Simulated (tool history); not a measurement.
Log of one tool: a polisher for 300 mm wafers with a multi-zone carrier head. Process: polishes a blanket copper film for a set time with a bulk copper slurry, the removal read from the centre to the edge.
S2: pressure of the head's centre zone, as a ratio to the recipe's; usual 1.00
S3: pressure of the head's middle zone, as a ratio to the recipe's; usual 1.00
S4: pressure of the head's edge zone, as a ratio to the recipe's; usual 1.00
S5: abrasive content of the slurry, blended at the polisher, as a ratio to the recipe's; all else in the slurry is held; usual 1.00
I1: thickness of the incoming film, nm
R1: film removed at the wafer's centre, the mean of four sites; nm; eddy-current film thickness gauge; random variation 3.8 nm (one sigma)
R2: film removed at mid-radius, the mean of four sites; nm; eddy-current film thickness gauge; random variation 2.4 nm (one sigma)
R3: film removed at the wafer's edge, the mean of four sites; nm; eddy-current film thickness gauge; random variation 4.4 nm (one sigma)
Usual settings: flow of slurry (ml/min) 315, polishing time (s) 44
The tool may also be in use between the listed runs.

run 1 hour=0.0 | flow_of_slurry_(ml/min)=315 S2=1.00 S3=1.00 S4=1.00 S5=1.00 polishing_time_(s)=44 | I1=2665.7 | R1=306.3 R2=301.4 R3=311.6
-- hour=43.2 edge zone pressure recalibrated
run 2 hour=53.4 | flow_of_slurry_(ml/min)=315 S2=1.04 S3=1.05 S4=1.00 S5=1.00 polishing_time_(s)=44 | I1=2627.4 | R1=313.3 R2=310.4 R3=303.3
-- hour=119.6 worn pad replaced by a new one
run 3 hour=120.1 | flow_of_slurry_(ml/min)=315 S2=1.04 S3=1.05 S4=1.00 S5=1.00 polishing_time_(s)=44 | I1=2644.1 | R1=344.0 R2=346.2 R3=332.9
run 4 hour=179.6 | flow_of_slurry_(ml/min)=315 S2=1.00 S3=1.00 S4=1.00 S5=1.00 polishing_time_(s)=44 | I1=2660.6 | R1=315.3 R2=316.9 R3=328.0
run 5 hour=251.3 | flow_of_slurry_(ml/min)=315 S2=1.00 S3=1.00 S4=1.00 S5=1.00 polishing_time_(s)=44 | I1=2683.0 | R1=311.2 R2=308.7 R3=311.5
run 6 hour=301.5 | flow_of_slurry_(ml/min)=265 S2=1.00 S3=1.00 S4=1.11 S5=1.00 polishing_time_(s)=44 | I1=2708.2 | R1=297.1 R2=301.5 R3=314.3
-- hour=314.1 slurry nozzle cleaned
run 7 hour=334.8 | flow_of_slurry_(ml/min)=315 S2=0.97 S3=0.93 S4=1.00 S5=1.20 polishing_time_(s)=44 | I1=2653.7 | R1=306.0 R2=292.1 R3=323.7
run 8 hour=382.7 | flow_of_slurry_(ml/min)=315 S2=1.00 S3=1.00 S4=1.00 S5=1.00 polishing_time_(s)=44 | I1=2652.5 | R1=296.7 R2=302.7 R3=303.2
-- hour=392.1 carrier head's membrane replaced by a new one
-- hour=396.2 worn pad replaced by a new one
run 9 hour=442.1 | flow_of_slurry_(ml/min)=315 S2=1.00 S3=1.00 S4=1.00 S5=1.00 polishing_time_(s)=44 | I1=2642.2 | R1=311.5 R2=316.0 R3=324.5
-- hour=466.0 edge zone pressure recalibrated
run 10 hour=484.0 | flow_of_slurry_(ml/min)=315 S2=1.00 S3=1.00 S4=1.00 S5=1.00 polishing_time_(s)=44 | I1=2685.7 | R1=316.0 R2=317.2 R3=309.7
run 11 hour=519.5 | flow_of_slurry_(ml/min)=315 S2=1.00 S3=1.00 S4=1.00 S5=0.90 polishing_time_(s)=44 | I1=2629.5 | R1=302.6 R2=301.4 R3=308.4
-- hour=526.4 centre zone pressure recalibrated
run 12 hour=559.1 | flow_of_slurry_(ml/min)=315 S2=1.00 S3=1.00 S4=1.00 S5=1.00 polishing_time_(s)=40 | I1=2633.8 | R1=281.6 R2=277.9 R3=277.8
run 13 hour=588.3 | flow_of_slurry_(ml/min)=400 S2=1.00 S3=1.11 S4=1.12 S5=0.90 polishing_time_(s)=44 | I1=2670.9 | R1=302.0 R2=331.0 R3=317.2
run 14 hour=633.9 | flow_of_slurry_(ml/min)=390 S2=0.89 S3=1.00 S4=1.00 S5=1.00 polishing_time_(s)=44 | I1=2621.8 | R1=283.1 R2=303.8 R3=309.9
-- hour=655.8 worn pad replaced by a new one
run 15 hour=705.1 | flow_of_slurry_(ml/min)=315 S2=0.91 S3=1.12 S4=1.06 S5=1.00 polishing_time_(s)=44 | I1=2617.3 | R1=297.3 R2=349.8 R3=335.9
run 16 hour=768.0 | flow_of_slurry_(ml/min)=315 S2=1.00 S3=1.00 S4=1.00 S5=0.80 polishing_time_(s)=44 | I1=2686.5 | R1=299.7 R2=300.2 R3=308.5
run 17 hour=832.4 | flow_of_slurry_(ml/min)=365 S2=1.00 S3=1.00 S4=1.00 S5=1.00 polishing_time_(s)=44 | I1=2671.6 | R1=309.6 R2=310.5 R3=312.6
run 18 hour=880.5 | flow_of_slurry_(ml/min)=265 S2=1.04 S3=1.00 S4=1.07 S5=1.00 polishing_time_(s)=44 | I1=2619.7 | R1=309.4 R2=296.8 R3=316.1
-- hour=894.2 edge zone pressure recalibrated
run 19 hour=909.0 | flow_of_slurry_(ml/min)=315 S2=1.00 S3=1.06 S4=1.00 S5=0.80 polishing_time_(s)=59 | I1=2644.6 | R1=389.2 R2=409.8 R3=400.9
run 20 hour=946.4 | flow_of_slurry_(ml/min)=315 S2=1.00 S3=1.00 S4=0.89 S5=1.00 polishing_time_(s)=44 | I1=2654.0 | R1=302.4 R2=300.4 R3=291.6

5 ways to go on from here, each from the tool as it stands after run 20. What would each give?
run A hour=946.8 | flow_of_slurry_(ml/min)=315 S2=1.00 S3=1.00 S4=1.00 S5=1.00 polishing_time_(s)=44 | I1=2626.0 | R1=? R2=? R3=?
run B hour=946.8 | flow_of_slurry_(ml/min)=315 S2=0.96 S3=1.09 S4=1.00 S5=0.85 polishing_time_(s)=44 | I1=2626.0 | R1=? R2=? R3=?
run C hour=946.8 | flow_of_slurry_(ml/min)=205 S2=1.00 S3=1.10 S4=1.06 S5=1.20 polishing_time_(s)=44 | I1=2626.0 | R1=? R2=? R3=?
run D hour=946.8 | flow_of_slurry_(ml/min)=315 S2=1.00 S3=1.00 S4=1.05 S5=1.00 polishing_time_(s)=44 | I1=2626.0 | R1=? R2=? R3=?
run E hour=946.8 | flow_of_slurry_(ml/min)=250 S2=1.08 S3=0.89 S4=1.00 S5=1.00 polishing_time_(s)=52 | I1=2626.0 | R1=? R2=? R3=?

run=A R1=307.7 R2=296.1 R3=298.4
run=B R1=291.2 R2=311.5 R3=291.3
run=C R1=296.9 R2=311.6 R3=301.6
run=D R1=307.7 R2=296.1 R3=305.4
run=E R1=375.5 R2=308.9 R3=346.0
Without the tool's hidden state the same runs would have given:
run=A R1=342.0 R2=329.1 R3=331.7
run=B R1=323.6 R2=346.2 R3=323.8
run=C R1=330.0 R2=346.4 R3=335.2
run=D R1=342.0 R2=329.1 R3=339.4
run=E R1=417.4 R2=343.3 R3=384.5
